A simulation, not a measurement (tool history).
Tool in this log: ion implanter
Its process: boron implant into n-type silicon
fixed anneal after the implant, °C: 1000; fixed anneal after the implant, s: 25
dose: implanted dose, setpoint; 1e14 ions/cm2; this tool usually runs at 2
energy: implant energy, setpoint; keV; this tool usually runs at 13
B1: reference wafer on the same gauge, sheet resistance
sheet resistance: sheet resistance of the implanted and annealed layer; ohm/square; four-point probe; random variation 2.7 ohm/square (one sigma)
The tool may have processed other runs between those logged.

Run 1, hour 0: usual settings; B1 471.6. Result: sheet resistance 535.52 ohm/square.
Run 2, hour 98.2: usual settings but dose 1.79 1e14 ions/cm2; B1 471.6. Result: sheet resistance 581.57 ohm/square.
Run 3, hour 185.8: usual settings but dose 1.79 1e14 ions/cm2; B1 472.37. Result: sheet resistance 582.15 ohm/square.
Run 4, hour 285: usual settings but dose 1.79 1e14 ions/cm2; B1 470.54. Result: sheet resistance 581.23 ohm/square.
Run 5, hour 335.8: usual settings; B1 471.61. Result: sheet resistance 528.87 ohm/square.
Run 6, hour 377.9: usual settings; B1 470.66. Result: sheet resistance 529.71 ohm/square.
Run 7, hour 455.1: usual settings; B1 471.28. Result: sheet resistance 523.92 ohm/square.
Run 8, hour 553.7: usual settings but dose 2.46 1e14 ions/cm2; B1 471.18. Result: sheet resistance 446.76 ohm/square.
Run 9, hour 606.4: usual settings; B1 470.34. Result: sheet resistance 527.16 ohm/square.
Run 10, hour 666.9: usual settings; B1 472. Result: sheet resistance 528.52 ohm/square.
Run 11, hour 706: usual settings; B1 470.27. Result: sheet resistance 530.31 ohm/square.
Run 12, hour 801.2: usual settings; B1 471.77. Result: sheet resistance 529.86 ohm/square.
Run 13, hour 839.7: usual settings but dose 1.59 1e14 ions/cm2, energy 15.5 keV; B1 470.85. Result: sheet resistance 627.91 ohm/square.
At hour 896.1: extraction supply calibrated.
Run 14, hour 898.4: usual settings; B1 471.82. Result: sheet resistance 524.43 ohm/square.
Run 15, hour 942.5: usual settings but dose 1.79 1e14 ions/cm2, energy 16.5 keV; B1 470.65. Result: sheet resistance 564.35 ohm/square.
Run 16, hour 1045.2: usual settings but dose 2.52 1e14 ions/cm2, energy 11.5 keV; B1 471.37. Result: sheet resistance 445.16 ohm/square.
At hour 1101: Faraday cup replaced and dose calibrated.
Run 17, hour 1101.5: usual settings but dose 1.79 1e14 ions/cm2; B1 470.43. Result: sheet resistance 577.24 ohm/square.
At hour 1101.8: gauge calibrated.
Run 18, hour 1136.8: usual settings but dose 2.22 1e14 ions/cm2; B1 471.51. Result: sheet resistance 488.09 ohm/square.
Run 19, hour 1229.7: usual settings but dose 1.84 1e14 ions/cm2, energy 17.5 keV; B1 471.34. Result: sheet resistance 543.08 ohm/square.
Run 20, hour 1268: usual settings but energy 8.5 keV; B1 470.91. Result: sheet resistance 554.44 ohm/square.
Run 21, hour 1354.4: usual settings; B1 470.75. Result: sheet resistance 529.66 ohm/square.
Run 22, hour 1400.7: usual settings but dose 2.18 1e14 ions/cm2, energy 11.5 keV; B1 471.47. Result: sheet resistance 505.33 ohm/square.
Run 23, hour 1450: usual settings but dose 1.85 1e14 ions/cm2, energy 14.5 keV; B1 471.55. Result: sheet resistance 555.41 ohm/square.

Below are 4 alternative next runs, each starting from the tool's condition after run 23. Predict each:
Run A, hour 1450.4: usual settings; B1 ?. Result: sheet resistance ?.
Run B, hour 1450.4: usual settings but dose 1.46 1e14 ions/cm2, energy 11.5 keV; B1 ?. Result: sheet resistance ?.
Run C, hour 1450.4: usual settings but dose 2.2 1e14 ions/cm2, energy 11 keV; B1 ?. Result: sheet resistance ?.
Run D, hour 1450.4: usual settings but dose 2.55 1e14 ions/cm2, energy 14.5 keV; B1 ?. Result: sheet resistance ?.

run     B1  sheet resistance
  A  471.1             529.6
  B  471.1            694.22
  C  471.1            500.44
  D  471.1            428.25
Without the tool's unlogged condition, the same runs would have read:
run  sheet resistance
  A             529.6
  B            694.22
  C            500.44
  D            428.25

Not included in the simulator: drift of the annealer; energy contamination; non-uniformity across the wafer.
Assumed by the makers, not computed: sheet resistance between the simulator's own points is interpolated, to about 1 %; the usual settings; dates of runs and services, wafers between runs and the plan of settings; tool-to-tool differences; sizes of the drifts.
